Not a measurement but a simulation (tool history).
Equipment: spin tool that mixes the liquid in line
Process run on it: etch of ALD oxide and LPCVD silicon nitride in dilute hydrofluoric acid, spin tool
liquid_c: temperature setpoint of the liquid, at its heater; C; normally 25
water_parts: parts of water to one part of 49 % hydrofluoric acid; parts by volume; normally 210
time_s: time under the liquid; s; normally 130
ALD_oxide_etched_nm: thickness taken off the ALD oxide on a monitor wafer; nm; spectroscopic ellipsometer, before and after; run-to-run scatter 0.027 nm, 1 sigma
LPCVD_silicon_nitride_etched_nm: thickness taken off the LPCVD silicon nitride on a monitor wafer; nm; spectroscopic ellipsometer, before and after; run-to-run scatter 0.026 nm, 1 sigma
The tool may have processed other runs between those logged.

run	hour	liquid_c	water_parts	time_s	read-back film thickness of the ALD oxide reference wafer, read on the same gauge (nm)	read-back film thickness of the LPCVD silicon nitride reference wafer, read on the same gauge (nm)	ALD_oxide_etched_nm	LPCVD_silicon_nitride_etched_nm
1	0	25	210	130	129.98	89.997	4.98	0.295
2	52.5	25	210	130	129.99	90.012	5.02	0.332
3	98.2	25	210	130	130.02	89.949	5	0.341
4	172.8	25	210	130	130	89.977	4.98	0.308
5	229.8	28	210	130	130.04	90.041	5.54	0.423
6	321	28	210	130	129.99	90.029	5.52	0.439
7	408.1	25	210	130	130	89.998	5.01	0.356
8	510.8	25	210	130	130.02	89.995	4.97	0.318
9	582.6	28.5	295	130	130.01	90.011	3.7	0.228
10	671.8	28.5	295	130	130.01	90.027	3.66	0.277
# hour 848.8: thermometer replaced
11	921.4	25	210	130	130.02	89.978	5.02	0.32
12	978.5	25	210	130	129.98	89.975	5.05	0.341
13	1056.7	25	210	130	129.97	90.028	4.96	0.324
14	1218.6	25	155	160	130	90.006	8.84	0.552
15	1313.2	25	140	205	130.01	89.988	12.75	0.893
16	1363.7	29.5	210	75	130.01	89.979	3.39	0.246
# hour 1368.3: gauge calibrated
17	1429.6	23	165	95	130.01	90.022	4.55	0.27
18	1501.7	25	210	70	130	89.94	2.68	0.174
19	1539.8	20.5	175	130	130.01	90.027	5.22	0.303
20	1591.5	28	210	170	129.98	90.043	7.23	0.576
# hour 1605.3: hydrofluoric acid flow meter replaced
21	1760.9	29	110	100	129.97	90.028	9.56	0.654
22	1862	25	210	130	129.98	89.97	4.97	0.357
# hour 1928.2: thermometer replaced
23	1938.1	27.5	255	95	130.02	89.994	3.11	0.226
24	2011.3	25	210	130	129.99	89.97	5.04	0.338

Each row is a separate what-if for the run after 24, all from the same tool condition, not one after another. Results?
A	2011.8	23.5	210	130	?	?	?	?
B	2011.8	20.5	210	200	?	?	?	?
C	2011.8	25	210	210	?	?	?	?
D	2011.8	30	210	105	?	?	?	?
E	2011.8	20.5	310	110	?	?	?	?

run	read-back film thickness of the ALD oxide reference wafer, read on the same gauge (nm)	read-back film thickness of the LPCVD silicon nitride reference wafer, read on the same gauge (nm)	ALD_oxide_etched_nm	LPCVD_silicon_nitride_etched_nm
A	129.99	90.029	4.69	0.251
B	129.99	90.029	6.45	0.319
C	129.99	90.029	8	0.446
D	129.99	90.029	4.77	0.303
E	129.99	90.029	2.19	0.12
Without the tool's unlogged condition, the same runs would have read:
run	ALD_oxide_etched_nm	LPCVD_silicon_nitride_etched_nm
A	4.69	0.251
B	6.45	0.319
C	8	0.446
D	4.77	0.303
E	2.19	0.12
